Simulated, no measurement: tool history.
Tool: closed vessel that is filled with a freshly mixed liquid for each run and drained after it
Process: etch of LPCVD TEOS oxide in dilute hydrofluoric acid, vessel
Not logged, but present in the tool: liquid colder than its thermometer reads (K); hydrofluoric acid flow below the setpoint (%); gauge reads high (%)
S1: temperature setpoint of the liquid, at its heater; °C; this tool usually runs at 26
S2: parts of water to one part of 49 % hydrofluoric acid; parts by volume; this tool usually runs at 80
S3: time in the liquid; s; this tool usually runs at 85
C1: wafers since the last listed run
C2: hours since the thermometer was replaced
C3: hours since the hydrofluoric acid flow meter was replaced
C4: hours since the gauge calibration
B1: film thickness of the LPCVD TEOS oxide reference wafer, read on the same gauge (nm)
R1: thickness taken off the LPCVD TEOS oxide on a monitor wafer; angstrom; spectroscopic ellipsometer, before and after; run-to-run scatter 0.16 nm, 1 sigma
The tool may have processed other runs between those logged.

{"run": 1, "hour": 0.0, "S1": 26, "S2": 80, "S3": 85, "C1": 0, "C2": 1497.4, "C3": 428.8, "C4": 648.5, "B1": 80, "R1": 282.5}
{"run": 2, "hour": 12.8, "S1": 26, "S2": 80, "S3": 85, "C1": 1237, "C2": 1510.2, "C3": 441.6, "C4": 661.3, "B1": 79.99, "R1": 283.5}
{"run": 3, "hour": 25.8, "S1": 26, "S2": 100, "S3": 110, "C1": 1257, "C2": 1523.2, "C3": 454.6, "C4": 674.3, "B1": 79.99, "R1": 285.3}
{"run": 4, "hour": 49.8, "S1": 26, "S2": 100, "S3": 110, "C1": 2320, "C2": 1547.2, "C3": 478.6, "C4": 698.3, "B1": 80.01, "R1": 284.7}
{"run": 5, "hour": 74.0, "S1": 26, "S2": 100, "S3": 110, "C1": 2340, "C2": 1571.4, "C3": 502.8, "C4": 722.5, "B1": 80.01, "R1": 284.3}
{"run": 6, "hour": 98.7, "S1": 26, "S2": 65, "S3": 65, "C1": 2388, "C2": 1596.1, "C3": 527.5, "C4": 747.2, "B1": 79.99, "R1": 272.9}
{"run": 7, "hour": 126.7, "S1": 26, "S2": 65, "S3": 65, "C1": 2707, "C2": 1624.1, "C3": 555.5, "C4": 775.2, "B1": 80.01, "R1": 273.5}
{"run": 8, "hour": 147.0, "S1": 26, "S2": 80, "S3": 115, "C1": 1963, "C2": 1644.4, "C3": 575.8, "C4": 795.5, "B1": 79.99, "R1": 383.2}
{"run": 9, "hour": 160.9, "S1": 27.5, "S2": 65, "S3": 85, "C1": 1344, "C2": 1658.3, "C3": 589.7, "C4": 809.4, "B1": 80.02, "R1": 375.4}
{"run": 10, "hour": 191.3, "S1": 26, "S2": 80, "S3": 75, "C1": 2939, "C2": 1688.7, "C3": 620.1, "C4": 839.8, "B1": 80, "R1": 247.3}
{"run": 11, "hour": 212.9, "S1": 26, "S2": 80, "S3": 75, "C1": 2088, "C2": 1710.3, "C3": 641.7, "C4": 861.4, "B1": 79.99, "R1": 244.9}
{"hour": 227.8, "done": "thermometer replaced"}
{"hour": 278.6, "done": "gauge calibrated"}
{"run": 12, "hour": 281.5, "S1": 26, "S2": 80, "S3": 75, "C1": 6536, "C2": 53.7, "C3": 710.3, "C4": 2.9, "B1": 80, "R1": 246.3}
{"run": 13, "hour": 299.7, "S1": 26, "S2": 80, "S3": 85, "C1": 1759, "C2": 71.9, "C3": 728.5, "C4": 21.1, "B1": 79.98, "R1": 283.7}
{"run": 14, "hour": 318.6, "S1": 26, "S2": 80, "S3": 85, "C1": 1827, "C2": 90.8, "C3": 747.4, "C4": 40, "B1": 80.01, "R1": 282.7}
{"run": 15, "hour": 338.1, "S1": 28.5, "S2": 80, "S3": 65, "C1": 1885, "C2": 110.3, "C3": 766.9, "C4": 59.5, "B1": 80.01, "R1": 236.8}
{"run": 16, "hour": 352.2, "S1": 21.5, "S2": 95, "S3": 110, "C1": 1363, "C2": 124.4, "C3": 781, "C4": 73.6, "B1": 80.02, "R1": 250.8}
{"run": 17, "hour": 376.6, "S1": 30, "S2": 110, "S3": 105, "C1": 2359, "C2": 148.8, "C3": 805.4, "C4": 98, "B1": 80.01, "R1": 282}
{"run": 18, "hour": 407.7, "S1": 30, "S2": 110, "S3": 105, "C1": 3007, "C2": 179.9, "C3": 836.5, "C4": 129.1, "B1": 80.01, "R1": 279.6}
{"run": 19, "hour": 426.6, "S1": 23.5, "S2": 80, "S3": 130, "C1": 1827, "C2": 198.8, "C3": 855.4, "C4": 148, "B1": 80.01, "R1": 388.7}
{"run": 20, "hour": 460.0, "S1": 26, "S2": 100, "S3": 110, "C1": 3229, "C2": 232.2, "C3": 888.8, "C4": 181.4, "B1": 79.99, "R1": 280.3}
{"run": 21, "hour": 485.1, "S1": 26, "S2": 80, "S3": 85, "C1": 2427, "C2": 257.3, "C3": 913.9, "C4": 206.5, "B1": 80, "R1": 280.6}
{"run": 22, "hour": 497.6, "S1": 21.5, "S2": 95, "S3": 50, "C1": 1208, "C2": 269.8, "C3": 926.4, "C4": 219, "B1": 79.99, "R1": 112.5}
{"run": 23, "hour": 512.2, "S1": 26, "S2": 80, "S3": 85, "C1": 1411, "C2": 284.4, "C3": 941, "C4": 233.6, "B1": 80, "R1": 280.9}
{"run": 24, "hour": 528.8, "S1": 31, "S2": 80, "S3": 125, "C1": 1605, "C2": 301, "C3": 957.6, "C4": 250.2, "B1": 80.01, "R1": 499.4}
{"hour": 563.0, "done": "hydrofluoric acid flow meter replaced"}
{"run": 25, "hour": 628.6, "S1": 26, "S2": 80, "S3": 85, "C1": 9554, "C2": 400.8, "C3": 65.6, "C4": 350, "B1": 79.99, "R1": 284.6}
{"run": 26, "hour": 654.1, "S1": 26, "S2": 80, "S3": 85, "C1": 2465, "C2": 426.3, "C3": 91.1, "C4": 375.5, "B1": 80.02, "R1": 285.3}
{"run": 27, "hour": 688.4, "S1": 26, "S2": 40, "S3": 70, "C1": 3316, "C2": 460.6, "C3": 125.4, "C4": 409.8, "B1": 79.99, "R1": 495.4}
{"run": 28, "hour": 712.3, "S1": 26, "S2": 80, "S3": 85, "C1": 2311, "C2": 484.5, "C3": 149.3, "C4": 433.7, "B1": 79.98, "R1": 284.9}
{"run": 29, "hour": 737.4, "S1": 26, "S2": 105, "S3": 115, "C1": 2427, "C2": 509.6, "C3": 174.4, "C4": 458.8, "B1": 79.98, "R1": 285.2}
{"run": 30, "hour": 755.9, "S1": 26, "S2": 80, "S3": 85, "C1": 1788, "C2": 528.1, "C3": 192.9, "C4": 477.3, "B1": 80, "R1": 283.7}
{"run": 31, "hour": 789.3, "S1": 22.5, "S2": 80, "S3": 85, "C1": 3229, "C2": 561.5, "C3": 226.3, "C4": 510.7, "B1": 79.98, "R1": 248.2}
{"run": 32, "hour": 808.3, "S1": 26, "S2": 90, "S3": 85, "C1": 1837, "C2": 580.5, "C3": 245.3, "C4": 529.7, "B1": 80, "R1": 248}

Hidden condition of the tool, last listed run before each entry between runs versus first listed run after:
Run 11 -> run 12: thermometer replaced (hour 227.8); gauge calibrated (hour 278.6)
  hydrofluoric acid flow below the setpoint (%): 1.67 -> 1.84
  the result without the hidden state subtracted from the measured one, R1: -4.7 -> -5.1 angstrom
Run 24 -> run 25: hydrofluoric acid flow meter replaced (hour 563)
  hydrofluoric acid flow below the setpoint (%): 2.42 -> 0.283
  the result without the hidden state subtracted from the measured one, R1: -14 -> -0.9 angstrom
